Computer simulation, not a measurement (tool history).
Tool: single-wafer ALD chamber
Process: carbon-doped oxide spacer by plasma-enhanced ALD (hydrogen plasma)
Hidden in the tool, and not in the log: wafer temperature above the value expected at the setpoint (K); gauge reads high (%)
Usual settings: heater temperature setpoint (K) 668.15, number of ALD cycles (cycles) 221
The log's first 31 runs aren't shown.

run      day  heater temperature setpoint (K)  number of ALD cycles (cycles)  wafers since the last listed run  hours since the last thermocouple change  hours since the gauge calibration  read-back reference wafer on the same gauge, thickness_nm  mean film thickness on the monitor wafer (nm)
 32  102.929                           679.15                            255                               142                                     613.6                              258.3                                                     13.511                                         13.502
 33  106.825                           654.15                            221                               156                                     707.1                              351.8                                                     13.493                                         11.893
 34  110.792                           668.15                            221                               159                                     802.3                                447                                                     13.502                                         11.967
 35  114.754                           681.15                            182                               159                                     897.4                              542.1                                                     13.495                                          9.612
 36  116.258                           657.15                            185                                60                                     933.5                              578.2                                                     13.498                                          9.993
 37  120.079                           659.15                            235                               153                                    1025.2                              669.9                                                     13.494                                         12.619
 38  122.417                           676.15                            248                                94                                    1081.3                                726                                                     13.505                                         13.296
 39  125.221                           661.15                            248                               112                                    1148.6                              793.3                                                      13.48                                         13.367
 40   128.35                           668.15                            221                               125                                    1223.7                              868.4                                                     13.478                                         11.921
 41  129.979                           672.15                            259                                65                                    1262.8                              907.5                                                     13.489                                          13.91
 42  131.946                           659.15                            242                                79                                      1310                              954.7                                                     13.474                                          13.02
 43  133.558                           662.15                            196                                64                                    1348.7                              993.4                                                      13.49                                         10.596
 44  141.162                           659.15                            199                               306                                    1531.2                             1175.9                                                     13.467                                         10.711

3 ways to go on from here, each from the tool as it stands after run 44. What would each give?
  A  141.192                           668.15                            261                                 1                                    1531.9                             1176.6                                                          ?                                              ?
  B  141.192                           662.15                            199                                 1                                    1531.9                             1176.6                                                          ?                                              ?
  C  141.192                           661.15                            221                                 1                                    1531.9                             1176.6                                                          ?                                              ?

run  read-back reference wafer on the same gauge, thickness_nm  mean film thickness on the monitor wafer (nm)
  A                                                     13.478                                         14.047
  B                                                     13.478                                          10.71
  C                                                     13.478                                         11.894
Without the tool's hidden state the same runs would have given:
run  mean film thickness on the monitor wafer (nm)
  A                                         14.074
  B                                         10.731
  C                                         11.917
